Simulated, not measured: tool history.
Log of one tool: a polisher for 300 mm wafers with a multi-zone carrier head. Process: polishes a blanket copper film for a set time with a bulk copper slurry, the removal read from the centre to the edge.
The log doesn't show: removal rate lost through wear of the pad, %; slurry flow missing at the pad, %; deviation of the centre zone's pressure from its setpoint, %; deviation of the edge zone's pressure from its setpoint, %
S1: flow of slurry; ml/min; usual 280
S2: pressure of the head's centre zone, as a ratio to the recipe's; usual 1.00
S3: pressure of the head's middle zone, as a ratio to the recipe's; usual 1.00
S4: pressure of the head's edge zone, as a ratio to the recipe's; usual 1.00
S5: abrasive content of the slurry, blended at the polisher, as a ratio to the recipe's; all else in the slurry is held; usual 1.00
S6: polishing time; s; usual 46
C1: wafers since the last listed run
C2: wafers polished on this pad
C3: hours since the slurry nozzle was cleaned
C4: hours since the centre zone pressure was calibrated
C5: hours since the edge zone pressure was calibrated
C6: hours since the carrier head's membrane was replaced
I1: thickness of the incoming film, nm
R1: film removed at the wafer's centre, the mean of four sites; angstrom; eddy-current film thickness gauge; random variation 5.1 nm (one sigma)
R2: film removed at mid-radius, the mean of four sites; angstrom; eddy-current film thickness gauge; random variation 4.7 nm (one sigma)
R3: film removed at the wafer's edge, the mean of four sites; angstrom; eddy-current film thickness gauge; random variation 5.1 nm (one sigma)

run	hour	S1	S2	S3	S4	S5	S6	C1	C2	C3	C4	C5	C6	I1	R1	R2	R3
1	0.0	280	1.00	1.00	1.00	0.90	46	0	4820	495.9	185.8	536.7	862.4	2645.4	4823	4803	4745
2	58.0	280	1.00	1.00	1.00	1.00	42	683	5503	553.9	243.8	594.7	920.4	2679.0	4406	4393	4326
# hour 86.5: carrier head's membrane replaced by a new one, of another model than before
3	150.1	250	1.00	1.09	1.00	1.00	46	1025	6529	646.0	335.9	686.8	63.6	2684.6	4666	4881	4682
4	202.4	375	0.92	1.00	0.95	1.00	46	615	7145	698.3	388.2	739.1	115.9	2631.0	4560	5007	4830
# hour 252.8: slurry nozzle cleaned
5	285.4	280	1.00	1.00	1.00	1.00	46	965	8110	32.6	471.2	822.1	198.9	2669.0	5191	5096	4968
# hour 305.2: worn pad replaced by a new one
6	338.4	280	1.00	1.00	1.00	1.00	46	577	390	85.6	524.2	875.1	251.9	2643.1	5038	5115	4927
7	387.5	280	1.00	1.10	1.00	1.00	39	578	968	134.7	573.3	924.2	301.0	2661.3	4204	4470	4126
8	475.4	280	1.00	1.00	1.11	1.00	46	1035	2004	222.6	661.2	1012.1	388.9	2625.4	4850	4902	4953
9	570.9	280	1.00	1.09	1.00	0.80	46	1124	3128	318.1	756.7	1107.6	484.4	2673.8	4731	4967	4625
10	642.5	215	1.00	1.00	1.04	1.00	46	843	3971	389.7	828.3	1179.2	556.0	2648.3	4433	4596	4614
11	744.7	280	0.92	1.00	1.00	0.70	46	1203	5175	491.9	930.5	1281.4	658.2	2680.8	4175	4550	4526
# hour 814.4: edge zone pressure recalibrated
12	832.3	380	1.00	1.00	1.06	1.00	46	1008	6183	579.5	1018.1	17.9	745.8	2629.3	5038	4972	4985
# hour 851.9: centre zone pressure recalibrated
# hour 890.3: worn pad replaced by a new one
13	904.5	240	1.00	1.00	0.92	0.75	37	779	167	651.7	52.6	90.1	818.0	2667.3	3537	3550	3521
14	967.7	360	1.10	1.00	1.00	1.30	60	744	911	714.9	115.8	153.3	881.2	2665.3	7474	6606	6419
# hour 987.5: slurry nozzle cleaned
15	1056.8	280	1.00	1.00	1.05	1.00	62	1037	1949	69.3	204.9	242.4	970.3	2642.3	6978	6920	6794
# hour 1138.7: carrier head's membrane replaced by a new one
16	1374.7	280	1.00	1.00	1.00	1.00	46	3684	5634	387.2	522.8	560.3	236.0	2624.0	4864	4881	4840
17	1463.1	280	1.00	1.00	1.00	1.00	46	1041	6675	475.6	611.2	648.7	324.4	2676.9	4866	4808	4816
18	1526.8	280	1.00	1.00	1.00	1.00	46	750	7425	539.3	674.9	712.4	388.1	2666.9	4839	4794	4809
# hour 1544.8: worn pad replaced by a new one
# hour 1597.5: slurry nozzle cleaned
19	1603.9	325	0.89	1.00	1.00	1.00	46	849	683	6.4	752.0	789.5	465.2	2621.4	4605	5267	5084
20	1694.4	280	1.00	1.11	1.00	1.00	46	1065	1749	96.9	842.5	880.0	555.7	2683.4	5068	5409	4860
21	1779.6	280	1.00	1.00	1.09	1.00	46	1003	2752	182.1	927.7	965.2	640.9	2674.0	4913	5008	5012
# hour 1864.5: centre zone pressure recalibrated
22	1879.7	280	1.00	1.12	1.00	1.00	46	1155	3908	282.2	15.2	1065.3	741.0	2671.5	5025	5236	4864

Forecast each of these 3 alternatives for the next run:
A	1880.1	280	1.00	1.00	0.96	1.00	46	4	3912	282.6	15.6	1065.7	741.4	2700.8	?	?	?
B	1880.1	280	0.93	1.00	1.00	1.00	46	4	3912	282.6	15.6	1065.7	741.4	2700.8	?	?	?
C	1880.1	280	1.06	1.06	1.00	0.85	46	4	3912	282.6	15.6	1065.7	741.4	2700.8	?	?	?

run	R1	R2	R3
A	4892	4922	4773
B	4464	4924	4820
C	5174	4995	4738
Without the tool's hidden state the same runs would have given:
run	R1	R2	R3
A	5231	5226	4990
B	4773	5228	5040
C	5532	5303	4954

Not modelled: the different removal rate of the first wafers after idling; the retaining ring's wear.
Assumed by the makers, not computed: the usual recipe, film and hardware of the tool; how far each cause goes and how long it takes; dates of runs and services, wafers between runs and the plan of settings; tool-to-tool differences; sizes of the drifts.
